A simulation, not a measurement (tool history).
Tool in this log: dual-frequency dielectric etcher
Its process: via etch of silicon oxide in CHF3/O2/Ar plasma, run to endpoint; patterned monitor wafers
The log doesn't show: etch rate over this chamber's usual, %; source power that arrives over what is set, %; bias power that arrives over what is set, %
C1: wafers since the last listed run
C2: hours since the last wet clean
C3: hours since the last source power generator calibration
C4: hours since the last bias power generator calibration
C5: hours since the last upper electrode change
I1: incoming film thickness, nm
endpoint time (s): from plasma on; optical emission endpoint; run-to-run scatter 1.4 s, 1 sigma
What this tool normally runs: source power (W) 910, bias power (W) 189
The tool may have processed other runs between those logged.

Run 1, hour 0: usual settings; C1 0; C2 297.7; C3 2995.2; C4 1390.7; C5 4390.4; I1 686.6. Result: endpoint time (s) 285.7.
At hour 64.2: wet clean of the chamber.
Run 2, hour 71.3: usual settings; C1 138; C2 7.1; C3 3066.5; C4 1462; C5 4461.7; I1 680.7. Result: endpoint time (s) 275.1.
Run 3, hour 128.7: usual settings; C1 167; C2 64.5; C3 3123.9; C4 1519.4; C5 4519.1; I1 673.9. Result: endpoint time (s) 273.3.
Run 4, hour 176.8: usual settings; C1 140; C2 112.6; C3 3172; C4 1567.5; C5 4567.2; I1 673.9. Result: endpoint time (s) 276.9.
Run 5, hour 224.6: usual settings; C1 139; C2 160.4; C3 3219.8; C4 1615.3; C5 4615; I1 675.7. Result: endpoint time (s) 278.1.
Run 6, hour 268.6: usual settings; C1 128; C2 204.4; C3 3263.8; C4 1659.3; C5 4659; I1 678.5. Result: endpoint time (s) 281.5.
Run 7, hour 325.8: usual settings; C1 167; C2 261.6; C3 3321; C4 1716.5; C5 4716.2; I1 685.6. Result: endpoint time (s) 288.4.
Run 8, hour 361.2: usual settings; C1 103; C2 297; C3 3356.4; C4 1751.9; C5 4751.6; I1 685.5. Result: endpoint time (s) 285.9.
Run 9, hour 428.5: usual settings; C1 196; C2 364.3; C3 3423.7; C4 1819.2; C5 4818.9; I1 683.9. Result: endpoint time (s) 285.7.
At hour 475.1: wet clean of the chamber.
Run 10, hour 493.7: usual settings but bias power (W) 209; C1 120; C2 18.6; C3 3488.9; C4 1884.4; C5 4884.1; I1 674.2. Result: endpoint time (s) 265.4.
Run 11, hour 532.9: usual settings but source power (W) 1050; C1 114; C2 57.8; C3 3528.1; C4 1923.6; C5 4923.3; I1 674.3. Result: endpoint time (s) 258.9.
Run 12, hour 566.7: usual settings but source power (W) 1050; C1 98; C2 91.6; C3 3561.9; C4 1957.4; C5 4957.1; I1 674.7. Result: endpoint time (s) 257.7.
Run 13, hour 632: usual settings; C1 190; C2 156.9; C3 3627.2; C4 2022.7; C5 5022.4; I1 685.9. Result: endpoint time (s) 279.9.
At hour 640.2: bias power generator calibrated.
Run 14, hour 679.4: usual settings but source power (W) 1110; C1 126; C2 204.3; C3 3674.6; C4 39.2; C5 5069.8; I1 677.8. Result: endpoint time (s) 257.3.
Run 15, hour 708.6: usual settings but source power (W) 720; C1 85; C2 233.5; C3 3703.8; C4 68.4; C5 5099; I1 676. Result: endpoint time (s) 305.3.
At hour 861.3: wet clean of the chamber.
Run 16, hour 868.8: usual settings; C1 397; C2 7.5; C3 3864; C4 228.6; C5 5259.2; I1 680.7. Result: endpoint time (s) 277.
Run 17, hour 911.5: usual settings but source power (W) 1080; C1 124; C2 50.2; C3 3906.7; C4 271.3; C5 5301.9; I1 679.8. Result: endpoint time (s) 258.5.
Run 18, hour 964.6: usual settings; C1 155; C2 103.3; C3 3959.8; C4 324.4; C5 5355; I1 676.7. Result: endpoint time (s) 277.8.
At hour 1006.9: upper electrode replaced.
Run 19, hour 1018: usual settings but source power (W) 690; C1 85; C2 156.7; C3 4013.2; C4 377.8; C5 11.1; I1 681.8. Result: endpoint time (s) 317.7.
Run 20, hour 1059.3: usual settings but source power (W) 690, bias power (W) 170; C1 120; C2 198; C3 4054.5; C4 419.1; C5 52.4; I1 679.8. Result: endpoint time (s) 322.4.
At hour 1090.7: source power generator calibrated.
At hour 1281.6: wet clean of the chamber.
Run 21, hour 1282.1: usual settings but source power (W) 750; C1 569; C2 0.5; C3 191.4; C4 641.9; C5 275.2; I1 676.6. Result: endpoint time (s) 298.2.
Run 22, hour 1333.2: usual settings but source power (W) 790, bias power (W) 149; C1 149; C2 51.6; C3 242.5; C4 693; C5 326.3; I1 674.8. Result: endpoint time (s) 303.
Run 23, hour 1366.1: usual settings; C1 96; C2 84.5; C3 275.4; C4 725.9; C5 359.2; I1 686.3. Result: endpoint time (s) 279.
Run 24, hour 1418.6: usual settings but source power (W) 800, bias power (W) 206; C1 153; C2 137; C3 327.9; C4 778.4; C5 411.7; I1 679.4. Result: endpoint time (s) 285.
Run 25, hour 1460.7: usual settings but source power (W) 1110; C1 122; C2 179.1; C3 370; C4 820.5; C5 453.8; I1 677.2. Result: endpoint time (s) 256.6.
Run 26, hour 1526.5: usual settings but source power (W) 1110, bias power (W) 210; C1 192; C2 244.9; C3 435.8; C4 886.3; C5 519.6; I1 674.8. Result: endpoint time (s) 250.9.

Pick out some run-to-run changes in endpoint time (s). Of each, how much would a tool without hidden state show as well, from the settings, what came in and chance, and how much is left for the hidden state and any gauge scatter not in both results compared?
Run 1 -> 2: wet clean of the chamber. endpoint time (s) -10.6: hidden state -7.5, all else -3.1.
Run 9 -> 10: bias power (W) 189 -> 209, wet clean of the chamber. endpoint time (s) -20.3: hidden state -10.7, all else -9.6.
Run 14 -> 15: source power (W) 1110 -> 720. endpoint time (s) +48: hidden state +1.1, all else +46.9.
Run 18 -> 19: source power (W) 910 -> 690, upper electrode replaced. endpoint time (s) +39.9: hidden state +1.8, all else +38.1.

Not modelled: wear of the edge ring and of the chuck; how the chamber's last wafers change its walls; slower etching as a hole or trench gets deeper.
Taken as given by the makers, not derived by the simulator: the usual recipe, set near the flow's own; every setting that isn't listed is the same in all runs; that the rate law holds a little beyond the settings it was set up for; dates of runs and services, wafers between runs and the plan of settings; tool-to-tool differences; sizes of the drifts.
